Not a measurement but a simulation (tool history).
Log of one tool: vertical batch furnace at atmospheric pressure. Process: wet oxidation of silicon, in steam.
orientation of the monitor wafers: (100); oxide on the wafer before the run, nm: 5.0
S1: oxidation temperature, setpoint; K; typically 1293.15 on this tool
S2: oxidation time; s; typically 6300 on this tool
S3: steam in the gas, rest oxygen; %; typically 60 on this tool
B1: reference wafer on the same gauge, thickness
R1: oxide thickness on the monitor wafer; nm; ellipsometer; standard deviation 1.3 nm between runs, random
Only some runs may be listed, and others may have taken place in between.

run    hour       S1    S2  S3      B1      R1
  1       0  1293.15  6300  60  444.93  512.07
        3.7  -- gauge calibrated
  2    53.6  1293.15  6300  60  434.27  502.76
  3    82.9  1293.15  6300  60  433.89  502.23
  4     140  1293.15  6300  60  433.72  503.41
  5   174.9  1293.15  6300  60  434.16  501.99
  6   243.4  1293.15  6300  60  434.29  502.91
  7   310.3  1286.15  6300  60  434.68  480.41
  8   445.6  1286.15  6300  60  435.41  483.21
  9     513  1293.15  6300  60  435.79  504.57
 10   565.5  1293.15  6300  60  436.52  505.44
 11   596.8  1293.15  3810  52  436.51  331.34
 12   655.7  1293.15  3810  52  437.28   332.2
 13   703.9  1293.15  3810  52  437.66  331.49
      762.8  -- steam generator serviced
 14   763.3  1293.15  6300  60  438.82  505.94
 15   790.5  1293.15  7950  60  438.55  587.55
 16   850.7  1270.15  8040  63  440.22  528.37
 17   880.7  1283.15  8400  63  440.22  593.84
      896.4  -- gauge calibrated
        924  -- thermocouples replaced and temperature profile calibrated
 18   924.5  1293.15  5340  60   432.9  450.51
 19   941.7  1293.15  6300  60  432.66  501.15
 20   976.3  1293.15  3810  52  432.49  327.44
 21  1012.8  1293.15  4470  71  432.82  446.38
 22  1066.1  1268.15  6300  52  433.29  383.42
 23  1102.2  1309.15  8250  60  433.37  648.23
 24  1131.4  1293.15  6300  60  433.62  502.77
 25  1181.8  1317.15  6300  60  433.17  575.06
 26  1213.6  1275.15  6300  60   433.3  446.74
 27  1266.9  1270.15  8040  63  433.85  525.05

5 options for the next run, each taken on its own from the tool as it stands now. Forecast them:
  A  1272.4  1293.15  6300  68   ?   ?
  B  1272.4  1311.15  6300  60   ?   ?
  C  1272.4  1310.15  7230  60   ?   ?
  D  1272.4  1293.15  6300  55   ?   ?
  E  1272.4  1293.15  8190  60   ?   ?

run      B1      R1
  A  434.08  544.41
  B  434.08  557.62
  C  434.08  603.31
  D  434.08   475.5
  E  434.08  593.35
Had the tool no hidden state, the same runs would have come out as:
run      R1
  A   544.6
  B  557.82
  C  603.52
  D  475.66
  E  593.56

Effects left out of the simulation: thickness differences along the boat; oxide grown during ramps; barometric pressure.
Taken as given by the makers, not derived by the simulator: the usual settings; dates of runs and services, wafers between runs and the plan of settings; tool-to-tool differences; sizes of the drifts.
